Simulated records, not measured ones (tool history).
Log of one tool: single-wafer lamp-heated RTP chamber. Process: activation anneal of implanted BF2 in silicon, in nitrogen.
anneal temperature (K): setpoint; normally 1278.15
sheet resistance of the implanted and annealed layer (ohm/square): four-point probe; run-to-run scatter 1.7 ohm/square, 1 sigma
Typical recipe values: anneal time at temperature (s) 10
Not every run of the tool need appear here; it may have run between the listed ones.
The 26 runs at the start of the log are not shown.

run   hour  anneal temperature (K)  anneal time at temperature (s)  wafers since the last listed run  wafers since the last pyrometer calibration  wafers since the reflector plate was cleaned  hours since the gauge calibration  read-back reference wafer on the same gauge, sheet resistance  sheet resistance of the implanted and annealed layer (ohm/square)
 27  696.8                 1298.15                               8                               380                                         4611                                          6565                              449.5                                                         356.61                                                             298.44
 28  712.3                 1288.15                              12                               241                                         4853                                          6806                                465                                                         356.57                                                             293.36
 29  734.1                 1295.15                              10                               339                                         5193                                          7146                              486.8                                                         356.84                                                             290.29
 30  767.6                 1264.15                              10                               522                                         5716                                          7669                              520.3                                                         356.55                                                              362.9
 31  792.3                 1278.15                               4                               385                                         6101                                          8054                                545                                                         356.97                                                              382.5
 32  810.3                 1303.15                               6                               280                                         6381                                          8335                                563                                                         357.79                                                             300.86
 33  841.9                 1278.15                              12                               492                                         6874                                          8827                              594.6                                                         357.59                                                             316.18
 34    855                 1293.15                               7                               204                                         7079                                          9032                              607.7                                                         356.82                                                             313.01
 35  876.8                 1278.15                              10                               339                                         7419                                          9372                              629.5                                                         356.95                                                             322.65
     901.2  -- pyrometer window cleaned and pyrometer calibrated
 36  901.7                 1265.15                              15                               263                                            8                                          9635                              654.4                                                          356.7                                                             331.08
 37  925.9                 1278.15                              10                               377                                          385                                         10013                              678.6                                                         356.78                                                             323.94

Forecast each of these 4 alternatives for the next run:
  A  926.3                 1257.15                              10                                 6                                          392                                         10019                                679                                                              ?                                                                  ?
  B  926.3                 1291.15                              10                                 6                                          392                                         10019                                679                                                              ?                                                                  ?
  C  926.3                 1307.15                              10                                 6                                          392                                         10019                                679                                                              ?                                                                  ?
  D  926.3                 1255.15                               7                                 6                                          392                                         10019                                679                                                              ?                                                                  ?

run  read-back reference wafer on the same gauge, sheet resistance  sheet resistance of the implanted and annealed layer (ohm/square)
  A                                                         357.05                                                             381.68
  B                                                         357.05                                                             294.92
  C                                                         357.05                                                             263.75
  D                                                         357.05                                                             414.51
Without the tool's unlogged condition, the same runs would have read:
run  sheet resistance of the implanted and annealed layer (ohm/square)
  A                                                             381.68
  B                                                             294.92
  C                                                             263.75
  D                                                             414.51
